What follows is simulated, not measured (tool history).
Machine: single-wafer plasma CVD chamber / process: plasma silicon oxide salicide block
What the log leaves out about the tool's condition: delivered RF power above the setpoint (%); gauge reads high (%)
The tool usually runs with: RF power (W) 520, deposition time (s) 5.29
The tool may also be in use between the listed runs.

run,day,RF power (W),deposition time (s),wafers since the last listed run,hours since the last RF generator calibration,hours since the showerhead was replaced,hours since the gauge calibration,"read-back reference wafer on the same gauge, thickness_nm",mean film thickness on the monitor wafer (angstrom)
1,0.000,520,5.29,0,260.0,4061.0,682.0,55.251,526.12
2,1.492,520,5.29,2200,295.8,4096.8,717.8,55.220,528.02
3,8.825,520,5.29,10816,471.8,4272.8,893.8,55.339,524.46
4,9.925,520,5.29,1622,498.2,4299.2,920.2,55.281,524.81
5,12.608,520,5.29,3957,562.6,4363.6,984.6,55.358,523.03
6,15.396,520,5.29,4111,629.5,4430.5,1051.5,55.339,520.24
7,16.708,520,5.29,1935,661.0,4462.0,1083.0,55.211,513.54
8,18.358,520,5.29,2433,700.6,4501.6,1122.6,55.285,517.39
9,19.629,520,5.29,1874,731.1,4532.1,1153.1,55.277,520.73
10,21.925,480,5.29,3386,786.2,4587.2,1208.2,55.275,504.79
11,24.296,480,5.29,3496,843.1,4644.1,1265.1,55.361,498.60
# day 27.471: RF generator calibrated
12,27.492,520,5.29,4222,0.5,4720.8,1341.8,55.296,529.04
13,29.188,520,5.29,2501,41.2,4761.5,1382.5,55.282,526.77
14,31.388,520,5.29,3244,94.0,4814.3,1435.3,55.316,525.58
15,33.929,520,5.29,3748,155.0,4875.3,1496.3,55.321,527.69
16,36.304,520,5.29,3503,212.0,4932.3,1553.3,55.266,526.34
17,38.175,520,5.29,2759,256.9,4977.2,1598.2,55.292,523.11
# day 39.638: showerhead replaced
18,40.300,585,4.66,2642,307.9,15.9,1649.2,55.284,481.70
19,42.804,455,5.29,3693,368.0,76.0,1709.3,55.286,502.01
20,44.688,520,5.29,2777,413.2,121.2,1754.5,55.311,521.94
21,45.875,595,6.32,1751,441.7,149.7,1783.0,55.304,652.39
22,47.750,520,5.29,2765,486.7,194.7,1828.0,55.337,524.35
23,48.862,590,4.49,1640,513.4,221.4,1854.7,55.225,461.70
24,49.971,580,6.13,1634,540.0,248.0,1881.3,55.372,632.19
25,52.754,520,5.29,4105,606.8,314.8,1948.1,55.312,520.25
26,54.650,520,5.29,2796,652.3,360.3,1993.6,55.261,519.05
27,56.992,420,5.82,3453,708.5,416.5,2049.8,55.311,527.59
28,58.288,440,5.29,1911,739.6,447.6,2080.9,55.255,488.45
29,60.379,475,5.90,3085,789.8,497.8,2131.1,55.301,558.56
30,62.167,465,6.05,2636,832.7,540.7,2174.0,55.301,559.72
31,64.317,520,5.29,3171,884.3,592.3,2225.6,55.308,509.74
# day 64.804: gauge calibrated
32,67.167,520,5.29,4203,952.7,660.7,56.7,55.317,512.46
33,69.204,575,5.02,3005,1001.6,709.6,105.6,55.311,499.99
# day 70.375: RF generator calibrated
34,71.429,465,4.89,2790,25.3,763.0,159.0,55.314,463.54
35,74.254,430,4.47,4166,93.1,830.8,226.8,55.315,410.52
36,75.333,465,5.88,1591,119.0,856.7,252.7,55.315,556.47
37,77.712,445,5.69,3509,176.1,913.8,309.8,55.257,536.46
38,79.025,520,5.29,1935,207.6,945.3,341.3,55.315,523.59
39,81.738,580,4.65,4000,272.7,1010.4,406.4,55.327,479.83
40,84.692,465,4.89,4357,343.6,1081.3,477.3,55.289,460.50
41,86.983,520,5.29,3380,398.6,1136.3,532.3,55.284,518.35
42,89.250,520,5.76,3343,453.0,1190.7,586.7,55.300,569.25
43,90.879,440,6.15,2402,492.1,1229.8,625.8,55.305,571.23

5 options for the next run, each taken on its own from the tool as it stands now. Forecast them:
A,90.896,520,4.32,24,492.5,1230.2,626.2,?,?
B,90.896,485,4.40,24,492.5,1230.2,626.2,?,?
C,90.896,450,5.65,24,492.5,1230.2,626.2,?,?
D,90.896,435,5.93,24,492.5,1230.2,626.2,?,?
E,90.896,465,4.79,24,492.5,1230.2,626.2,?,?

run,"read-back reference wafer on the same gauge, thickness_nm",mean film thickness on the monitor wafer (angstrom)
A,55.333,424.20
B,55.333,421.37
C,55.333,526.49
D,55.333,545.70
E,55.333,451.75
With no hidden state in the tool, these same runs would have given:
run,mean film thickness on the monitor wafer (angstrom)
A,429.02
B,426.16
C,532.47
D,551.90
E,456.88

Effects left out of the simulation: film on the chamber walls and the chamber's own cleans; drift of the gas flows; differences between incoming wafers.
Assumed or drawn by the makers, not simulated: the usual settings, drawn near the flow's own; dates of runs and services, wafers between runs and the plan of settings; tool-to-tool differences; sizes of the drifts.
